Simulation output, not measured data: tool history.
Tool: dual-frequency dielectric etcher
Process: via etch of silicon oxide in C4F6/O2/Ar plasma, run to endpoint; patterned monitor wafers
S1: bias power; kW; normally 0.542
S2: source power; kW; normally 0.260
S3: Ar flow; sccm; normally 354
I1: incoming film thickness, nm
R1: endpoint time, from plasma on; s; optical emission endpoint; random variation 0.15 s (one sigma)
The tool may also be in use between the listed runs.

| run | hour | S1 | S2 | S3 | I1 | R1 |
|---|---|---|---|---|---|---|
| 1 | 0.0 | 0.542 | 0.210 | 354 | 75.0 | 20.0 |
| 2 | 47.9 | 0.542 | 0.260 | 354 | 73.8 | 18.5 |
| 3 | 92.4 | 0.542 | 0.260 | 354 | 74.2 | 18.5 |
| 4 | 193.4 | 0.542 | 0.300 | 354 | 74.1 | 17.2 |
| 5 | 261.0 | 0.542 | 0.300 | 354 | 74.2 | 17.2 |
|  | 425.4 | Ar flow controller replaced |
|  | 439.6 | wet clean of the chamber |
| 6 | 440.1 | 0.542 | 0.300 | 354 | 72.8 | 17.6 |
| 7 | 474.6 | 0.449 | 0.260 | 354 | 74.1 | 19.8 |
| 8 | 520.0 | 0.542 | 0.260 | 354 | 74.3 | 19.0 |
| 9 | 577.8 | 0.542 | 0.260 | 354 | 74.7 | 18.9 |
| 10 | 605.6 | 0.542 | 0.260 | 354 | 74.0 | 18.9 |
| 11 | 654.0 | 0.585 | 0.260 | 354 | 73.7 | 18.2 |
| 12 | 724.0 | 0.585 | 0.260 | 354 | 74.4 | 18.6 |
| 13 | 779.3 | 0.645 | 0.210 | 429 | 74.6 | 19.7 |
|  | 783.6 | source power generator calibrated |
| 14 | 814.4 | 0.411 | 0.260 | 432 | 74.3 | 20.3 |
| 15 | 868.2 | 0.542 | 0.260 | 328 | 74.6 | 18.2 |
| 16 | 910.8 | 0.542 | 0.260 | 354 | 74.0 | 18.3 |

Predict the results of run 17:
|  | 953.6 | upper electrode replaced, of another model than before |
| 17 | 954.1 | 0.585 | 0.260 | 354 | 74.5 | ? |

R1: 18.1 s
Without the tool's hidden state the same run would have given R1 18.6 s.
